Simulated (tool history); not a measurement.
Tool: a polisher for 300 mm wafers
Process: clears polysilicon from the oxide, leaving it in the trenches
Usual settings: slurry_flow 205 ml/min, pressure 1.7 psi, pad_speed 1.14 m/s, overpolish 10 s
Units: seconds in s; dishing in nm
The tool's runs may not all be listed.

run,hour,slurry_flow,pressure,pad_speed,overpolish,wafers since the last listed run,wafers polished on this pad,hours since the slurry nozzle was cleaned,hours since the head pressure was calibrated,"incoming thickness of the incoming film, nm",seconds,dishing
1,0,205,1.7,1.14,10,0,4981,487.3,148.6,690.5,90.2,41.4
# hour 6.9: slurry nozzle cleaned
2,46,205,1.7,1.14,10,511,5493,39.1,194.6,679.6,88.8,40.4
3,108.1,205,1.7,1.14,10,706,6199,101.2,256.7,681.2,88.2,40.8
# hour 141.8: worn pad replaced by a new one
4,210.7,205,1.7,1.14,10,1121,783,203.8,359.3,697,93.4,41.7
5,270.1,245,1.7,1.14,14,675,1459,263.2,418.7,677.9,88,44.8
6,314.1,205,1.7,1.14,10,500,1960,307.2,462.7,687.7,88.6,40.4
7,393.1,190,2,1.14,10,898,2858,386.2,541.7,674.6,74.9,42.5
8,475,190,2,1.14,10,931,3790,468.1,623.6,685.5,74.6,43.5
# hour 523.6: slurry nozzle cleaned
9,535.3,190,2,1.14,10,674,4464,11.7,683.9,703.5,77.3,42.5
10,589.8,205,2,1.14,10,619,5084,66.2,738.4,692.6,73.2,43.5
# hour 742.9: worn pad replaced by a new one
11,834.2,205,2,1.14,10,2734,1039,310.6,982.8,684.4,72.9,42.4
12,902.5,205,2,1.14,10,776,1815,378.9,1051.1,690,73.7,45.3
# hour 950.9: head pressure recalibrated
13,983.5,205,1.7,1.14,10,898,2714,459.9,32.6,688,107.3,38.8
# hour 1047.2: slurry nozzle cleaned
14,1058.6,205,1.7,1.14,10,842,3557,11.4,107.7,684.7,105.5,38.5
15,1095.3,205,1.7,1.14,10,417,3974,48.1,144.4,692.6,110.3,38.2
16,1189.2,205,1.7,1.14,10,1068,5043,142,238.3,681.2,104.5,38.2
17,1236.5,205,1.2,0.86,10,538,5581,189.3,285.6,698.3,197.6,27.5
# hour 1331.8: worn pad replaced by a new one
18,1334.9,250,1.3,0.78,15,1073,35,287.7,384,690.9,196.3,34.6
19,1420.5,205,1.7,1.36,6,973,1009,373.3,469.6,700.1,89.3,32.5
# hour 1439.7: head pressure recalibrated, repeated, since the last time left the tool worse
20,1526.4,225,1.7,1.14,10,1181,2191,479.2,86.7,690.2,90.8,41.7
# hour 1611.2: slurry nozzle cleaned
21,1624,205,1.2,0.86,10,1098,3289,12.8,184.3,692.3,166.1,30.7
22,1712.5,205,1.7,1.26,10,1006,4296,101.3,272.8,693.3,82.4,42.7
23,1790.5,205,1.4,0.94,10,887,5183,179.3,350.8,676.8,129.4,34.4
# hour 1917.4: worn pad replaced by a new one
24,2055.4,155,1.7,1.14,16,2967,1569,444.2,615.7,697.3,93,46
25,2143.1,140,1.2,0.96,10,997,2567,531.9,703.4,705.3,155.4,31.8
# hour 2155.5: slurry nozzle cleaned
26,2210.7,270,1.1,1.14,10,757,3324,55.2,771,696.2,130.2,34.5
27,2267.1,205,1.2,0.86,10,641,3966,111.6,827.4,703.1,163.3,31.7
28,2332.2,205,1.7,1.14,10,740,4706,176.7,892.5,693.7,87.4,42.4
29,2369,240,2.3,1,4,418,5125,213.5,929.3,684,72.9,29
# hour 2408.3: head pressure recalibrated
30,2410.8,145,1.7,1.52,10,452,5578,255.3,2.5,687.2,68.7,45
# hour 2447.9: worn pad replaced by a new one
31,2509.4,205,1.7,1.42,14,1076,699,353.9,101.1,683,71.9,47.9
32,2574.3,205,1.7,1.14,7,738,1437,418.8,166,688.3,89.2,35.3
# hour 2718.8: slurry nozzle cleaned
33,2766.2,205,1.7,1.14,4,2171,3609,47.4,357.9,682,90.5,25.4

Forecast each of these 3 alternatives for the next run:
A,2766.7,205,1.7,1.14,14,5,3614,47.9,358.4,682.7,?,?
B,2766.7,230,2.3,0.76,8,5,3614,47.9,358.4,682.7,?,?
C,2766.7,205,2.1,1.34,10,5,3614,47.9,358.4,682.7,?,?

run,seconds,dishing
A,89,45
B,98.6,35.6
C,61.8,45.2
Without the tool's hidden state the same runs would have given:
run,seconds,dishing
A,91.1,44.7
B,101,35.2
C,63.3,45
